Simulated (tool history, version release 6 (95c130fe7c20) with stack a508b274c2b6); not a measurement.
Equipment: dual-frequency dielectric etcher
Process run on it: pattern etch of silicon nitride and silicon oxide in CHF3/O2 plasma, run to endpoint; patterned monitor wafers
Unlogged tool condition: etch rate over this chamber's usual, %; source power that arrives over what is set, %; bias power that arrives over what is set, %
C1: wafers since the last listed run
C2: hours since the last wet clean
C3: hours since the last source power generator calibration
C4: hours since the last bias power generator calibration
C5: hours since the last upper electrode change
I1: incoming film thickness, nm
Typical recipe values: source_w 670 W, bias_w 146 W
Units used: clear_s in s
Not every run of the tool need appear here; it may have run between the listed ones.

Run 1, day 0: usual settings; C1 0; C2 321.3; C3 2474.9; C4 4126.5; C5 3076.2; I1 202.2. Result: clear_s 125.7 s.
Run 2, day 1.367: usual settings; C1 284; C2 354.1; C3 2507.7; C4 4159.3; C5 3109; I1 201.7. Result: clear_s 125.3 s.
Run 3, day 2.838: usual settings but source_w 630 W; C1 306; C2 389.4; C3 2543; C4 4194.6; C5 3144.3; I1 203.7. Result: clear_s 131.8 s.
Run 4, day 4.2: usual settings but source_w 630 W; C1 283; C2 422.1; C3 2575.7; C4 4227.3; C5 3177; I1 203.1. Result: clear_s 130.3 s.
Run 5, day 4.733: usual settings but source_w 630 W; C1 111; C2 434.9; C3 2588.5; C4 4240.1; C5 3189.8; I1 200.2. Result: clear_s 129.2 s.
Run 6, day 6.079: usual settings but source_w 800 W; C1 280; C2 467.2; C3 2620.8; C4 4272.4; C5 3222.1; I1 204. Result: clear_s 117.9 s.
Run 7, day 6.842: usual settings; C1 158; C2 485.5; C3 2639.1; C4 4290.7; C5 3240.4; I1 202.6. Result: clear_s 125.1 s.
Run 8, day 8.042: usual settings; C1 249; C2 514.3; C3 2667.9; C4 4319.5; C5 3269.2; I1 202.1. Result: clear_s 127.1 s.
Run 9, day 9.158: usual settings; C1 232; C2 541.1; C3 2694.7; C4 4346.3; C5 3296; I1 201.8. Result: clear_s 124.8 s.
At day 9.767: bias power generator calibrated.
At day 10.388: wet clean of the chamber.
Run 10, day 10.408: usual settings; C1 96; C2 0.5; C3 2724.7; C4 15.4; C5 3326; I1 202.8. Result: clear_s 127.6 s.
At day 12.25: source power generator calibrated.
Run 11, day 13.583: usual settings but source_w 510 W, bias_w 176 W; C1 626; C2 76.7; C3 32; C4 91.6; C5 3402.2; I1 203.9. Result: clear_s 136.3 s.
Run 12, day 14.504: usual settings but source_w 790 W; C1 191; C2 98.8; C3 54.1; C4 113.7; C5 3424.3; I1 202.8. Result: clear_s 116.4 s.
At day 15.933: upper electrode replaced.
Run 13, day 15.954: usual settings but bias_w 110 W; C1 93; C2 133.6; C3 88.9; C4 148.5; C5 0.5; I1 202.8. Result: clear_s 140 s.
Run 14, day 16.638: usual settings but source_w 590 W, bias_w 115 W; C1 142; C2 150; C3 105.3; C4 164.9; C5 16.9; I1 202.9. Result: clear_s 147.5 s.
Run 15, day 17.204: usual settings; C1 117; C2 163.6; C3 118.9; C4 178.5; C5 30.5; I1 202. Result: clear_s 125.8 s.
Run 16, day 18.683: usual settings but source_w 520 W, bias_w 126 W; C1 307; C2 199.1; C3 154.4; C4 214; C5 66; I1 205.2. Result: clear_s 154.8 s.
Run 17, day 21.508: usual settings; C1 588; C2 266.9; C3 222.2; C4 281.8; C5 133.8; I1 203.8. Result: clear_s 127 s.
Run 18, day 22.292: usual settings but bias_w 169 W; C1 163; C2 285.7; C3 241; C4 300.6; C5 152.6; I1 202.3. Result: clear_s 118.3 s.
Run 19, day 22.846: usual settings but bias_w 179 W; C1 115; C2 299; C3 254.3; C4 313.9; C5 165.9; I1 202.3. Result: clear_s 115.5 s.
Run 20, day 23.979: usual settings but bias_w 114 W; C1 235; C2 326.2; C3 281.5; C4 341.1; C5 193.1; I1 203. Result: clear_s 138.8 s.

4 ways to go on from here, each from the tool as it stands after run 20. What would each give?
Run A, day 24: usual settings but bias_w 126 W; C1 4; C2 326.7; C3 282; C4 341.6; C5 193.6; I1 201.1. Result: clear_s ?.
Run B, day 24: usual settings but source_w 730 W, bias_w 125 W; C1 4; C2 326.7; C3 282; C4 341.6; C5 193.6; I1 201.1. Result: clear_s ?.
Run C, day 24: usual settings but source_w 740 W; C1 4; C2 326.7; C3 282; C4 341.6; C5 193.6; I1 201.1. Result: clear_s ?.
Run D, day 24: usual settings but source_w 830 W; C1 4; C2 326.7; C3 282; C4 341.6; C5 193.6; I1 201.1. Result: clear_s ?.

run  clear_s
  A    132.4
  B    127.3
  C      119
  D    112.7
With the hidden condition removed and each run's random variation left untouched, the same runs would have given:
run  clear_s
  A    132.4
  B    127.3
  C      119
  D    112.7

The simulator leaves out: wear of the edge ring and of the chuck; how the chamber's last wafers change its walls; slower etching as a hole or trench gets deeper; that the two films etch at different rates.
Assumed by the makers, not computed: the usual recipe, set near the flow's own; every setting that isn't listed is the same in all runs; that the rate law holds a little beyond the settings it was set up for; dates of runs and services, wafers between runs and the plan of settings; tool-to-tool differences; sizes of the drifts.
